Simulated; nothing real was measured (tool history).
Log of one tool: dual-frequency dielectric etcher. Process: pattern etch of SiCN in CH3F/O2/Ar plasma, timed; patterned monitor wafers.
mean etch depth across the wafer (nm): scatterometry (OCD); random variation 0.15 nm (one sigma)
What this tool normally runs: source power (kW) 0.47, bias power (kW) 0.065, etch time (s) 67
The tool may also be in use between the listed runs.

| run | hour | source power (kW) | bias power (kW) | etch time (s) | wafers since the last listed run | hours since the last wet clean | hours since the last source power generator calibration | hours since the last bias power generator calibration | hours since the last upper electrode change | hours since the gauge calibration | read-back reference wafer on the same gauge, depth_nm | mean etch depth across the wafer (nm) |
|---|---|---|---|---|---|---|---|---|---|---|---|---|
| 1 | 0 | 0.42 | 0.065 | 76.5 | 0 | 103.5 | 3048.1 | 1502.1 | 3082.1 | 191.5 | 22.5 | 25.31 |
| 2 | 51.2 | 0.42 | 0.065 | 76.5 | 567 | 154.7 | 3099.3 | 1553.3 | 3133.3 | 242.7 | 22.47 | 24.79 |
| 3 | 84.4 | 0.38 | 0.065 | 67 | 368 | 187.9 | 3132.5 | 1586.5 | 3166.5 | 275.9 | 22.41 | 20.9 |
| 4 | 156.2 | 0.38 | 0.065 | 67 | 796 | 259.7 | 3204.3 | 1658.3 | 3238.3 | 347.7 | 22.54 | 20.72 |
| 5 | 201 | 0.47 | 0.065 | 67 | 496 | 304.5 | 3249.1 | 1703.1 | 3283.1 | 392.5 | 22.49 | 22.52 |
| 6 | 230.3 | 0.47 | 0.065 | 67 | 324 | 333.8 | 3278.4 | 1732.4 | 3312.4 | 421.8 | 22.51 | 22.33 |
|  | 287.3 | source power generator calibrated |
| 7 | 296.3 | 0.47 | 0.065 | 67 | 687 | 399.8 | 9 | 1798.4 | 3378.4 | 487.8 | 22.54 | 22.07 |
|  | 367.8 | bias power generator calibrated |
|  | 471.5 | wet clean of the chamber |
| 8 | 492.4 | 0.42 | 0.065 | 76.5 | 1863 | 20.9 | 205.1 | 124.6 | 3574.5 | 683.9 | 22.48 | 24.93 |
|  | 552.8 | gauge calibrated |
| 9 | 677.3 | 0.58 | 0.055 | 47.5 | 2049 | 205.8 | 390 | 309.5 | 3759.4 | 124.5 | 22.42 | 15.84 |
|  | 711.6 | upper electrode replaced |
| 10 | 744 | 0.53 | 0.065 | 50.5 | 473 | 272.5 | 456.7 | 376.2 | 32.4 | 191.2 | 22.48 | 17.32 |
| 11 | 786.8 | 0.47 | 0.065 | 79 | 474 | 315.3 | 499.5 | 419 | 75.2 | 234 | 22.55 | 25.89 |
| 12 | 834.2 | 0.47 | 0.065 | 67 | 525 | 362.7 | 546.9 | 466.4 | 122.6 | 281.4 | 22.5 | 21.72 |
| 13 | 880.3 | 0.57 | 0.072 | 76.5 | 511 | 408.8 | 593 | 512.5 | 168.7 | 327.5 | 22.54 | 27.95 |
| 14 | 935.4 | 0.54 | 0.053 | 53 | 610 | 463.9 | 648.1 | 567.6 | 223.8 | 382.6 | 22.46 | 16.75 |

Each row is a separate what-if for the run after 14, all from the same tool condition, not one after another. Results?
| A | 935.8 | 0.47 | 0.054 | 67 | 4 | 464.3 | 648.5 | 568 | 224.2 | 383 | ? | ? |
| B | 935.8 | 0.38 | 0.065 | 49 | 4 | 464.3 | 648.5 | 568 | 224.2 | 383 | ? | ? |
| C | 935.8 | 0.47 | 0.057 | 67 | 4 | 464.3 | 648.5 | 568 | 224.2 | 383 | ? | ? |
| D | 935.8 | 0.56 | 0.055 | 56 | 4 | 464.3 | 648.5 | 568 | 224.2 | 383 | ? | ? |

| run | read-back reference wafer on the same gauge, depth_nm | mean etch depth across the wafer (nm) |
|---|---|---|
| A | 22.44 | 19.96 |
| B | 22.44 | 14.67 |
| C | 22.44 | 20.36 |
| D | 22.44 | 17.75 |
With the hidden condition removed and each run's random variation left untouched, the same runs would have given:
| run | mean etch depth across the wafer (nm) |
|---|---|
| A | 20.83 |
| B | 15.31 |
| C | 21.24 |
| D | 18.52 |
